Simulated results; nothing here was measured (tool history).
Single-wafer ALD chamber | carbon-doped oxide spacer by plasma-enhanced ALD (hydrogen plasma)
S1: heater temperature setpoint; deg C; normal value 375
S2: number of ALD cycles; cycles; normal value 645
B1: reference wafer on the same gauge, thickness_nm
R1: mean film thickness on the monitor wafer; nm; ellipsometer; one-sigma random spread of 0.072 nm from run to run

{"run": 1, "hour": 0.0, "S1": 385, "S2": 553, "B1": 27.833, "R1": 24.71}
{"run": 2, "hour": 18.4, "S1": 375, "S2": 645, "B1": 27.778, "R1": 29.027}
{"run": 3, "hour": 35.5, "S1": 375, "S2": 645, "B1": 27.812, "R1": 28.843}
{"run": 4, "hour": 55.8, "S1": 375, "S2": 645, "B1": 27.798, "R1": 28.958}
{"run": 5, "hour": 86.3, "S1": 375, "S2": 645, "B1": 27.807, "R1": 28.928}
{"run": 6, "hour": 104.0, "S1": 375, "S2": 645, "B1": 27.756, "R1": 28.92}
{"run": 7, "hour": 133.8, "S1": 375, "S2": 645, "B1": 27.833, "R1": 28.903}
{"run": 8, "hour": 164.5, "S1": 375, "S2": 645, "B1": 27.808, "R1": 28.953}
{"run": 9, "hour": 187.3, "S1": 375, "S2": 645, "B1": 27.794, "R1": 28.97}
{"run": 10, "hour": 212.1, "S1": 375, "S2": 645, "B1": 27.771, "R1": 28.892}
{"run": 11, "hour": 231.6, "S1": 375, "S2": 645, "B1": 27.801, "R1": 29.038}
{"run": 12, "hour": 263.9, "S1": 375, "S2": 645, "B1": 27.811, "R1": 28.841}
{"run": 13, "hour": 284.6, "S1": 375, "S2": 645, "B1": 27.804, "R1": 29.089}
{"hour": 314.3, "done": "thermocouple changed; heater temperature recalibrated"}
{"run": 14, "hour": 319.6, "S1": 375, "S2": 645, "B1": 27.781, "R1": 28.976}
{"run": 15, "hour": 340.5, "S1": 375, "S2": 645, "B1": 27.821, "R1": 28.889}
{"run": 16, "hour": 359.1, "S1": 375, "S2": 645, "B1": 27.787, "R1": 29.013}
{"run": 17, "hour": 389.6, "S1": 375, "S2": 645, "B1": 27.805, "R1": 28.95}
{"run": 18, "hour": 406.7, "S1": 375, "S2": 645, "B1": 27.818, "R1": 28.858}
{"run": 19, "hour": 424.7, "S1": 375, "S2": 737, "B1": 27.8, "R1": 32.919}
{"run": 20, "hour": 440.3, "S1": 368, "S2": 546, "B1": 27.815, "R1": 24.412}
{"run": 21, "hour": 459.0, "S1": 375, "S2": 645, "B1": 27.805, "R1": 29.069}
{"run": 22, "hour": 479.1, "S1": 375, "S2": 645, "B1": 27.782, "R1": 28.845}
{"run": 23, "hour": 494.0, "S1": 367, "S2": 568, "B1": 27.799, "R1": 25.443}
{"run": 24, "hour": 526.5, "S1": 371, "S2": 770, "B1": 27.793, "R1": 34.631}
{"run": 25, "hour": 558.3, "S1": 375, "S2": 645, "B1": 27.792, "R1": 28.989}
{"hour": 560.6, "done": "gauge calibrated"}
{"run": 26, "hour": 587.5, "S1": 367, "S2": 595, "B1": 27.803, "R1": 26.659}
{"run": 27, "hour": 606.9, "S1": 375, "S2": 523, "B1": 27.762, "R1": 23.447}
{"run": 28, "hour": 659.9, "S1": 388, "S2": 645, "B1": 27.785, "R1": 28.891}
{"run": 29, "hour": 686.5, "S1": 375, "S2": 769, "B1": 27.796, "R1": 34.545}
{"run": 30, "hour": 710.2, "S1": 363, "S2": 560, "B1": 27.762, "R1": 25.207}
{"run": 31, "hour": 739.1, "S1": 365, "S2": 725, "B1": 27.776, "R1": 32.509}
{"run": 32, "hour": 758.4, "S1": 375, "S2": 645, "B1": 27.777, "R1": 28.905}
{"run": 33, "hour": 780.6, "S1": 382, "S2": 772, "B1": 27.805, "R1": 34.543}
{"run": 34, "hour": 870.9, "S1": 375, "S2": 575, "B1": 27.804, "R1": 25.842}
{"run": 35, "hour": 920.2, "S1": 368, "S2": 645, "B1": 27.807, "R1": 28.98}
{"run": 36, "hour": 954.1, "S1": 382, "S2": 731, "B1": 27.798, "R1": 32.83}

Here are 4 independent what-if runs from the current tool condition. What would each one return?
{"run": "A", "hour": 955.5, "S1": 363, "S2": 645, "B1": "?", "R1": "?"}
{"run": "B", "hour": 955.5, "S1": 375, "S2": 684, "B1": "?", "R1": "?"}
{"run": "C", "hour": 955.5, "S1": 375, "S2": 717, "B1": "?", "R1": "?"}
{"run": "D", "hour": 955.5, "S1": 362, "S2": 710, "B1": "?", "R1": "?"}

run=A B1=27.756 R1=28.984
run=B B1=27.756 R1=30.736
run=C B1=27.756 R1=32.219
run=D B1=27.756 R1=31.905
With the hidden condition removed and each run's random variation left untouched, the same runs would have given:
run=A R1=28.984
run=B R1=30.736
run=C R1=32.219
run=D R1=31.905

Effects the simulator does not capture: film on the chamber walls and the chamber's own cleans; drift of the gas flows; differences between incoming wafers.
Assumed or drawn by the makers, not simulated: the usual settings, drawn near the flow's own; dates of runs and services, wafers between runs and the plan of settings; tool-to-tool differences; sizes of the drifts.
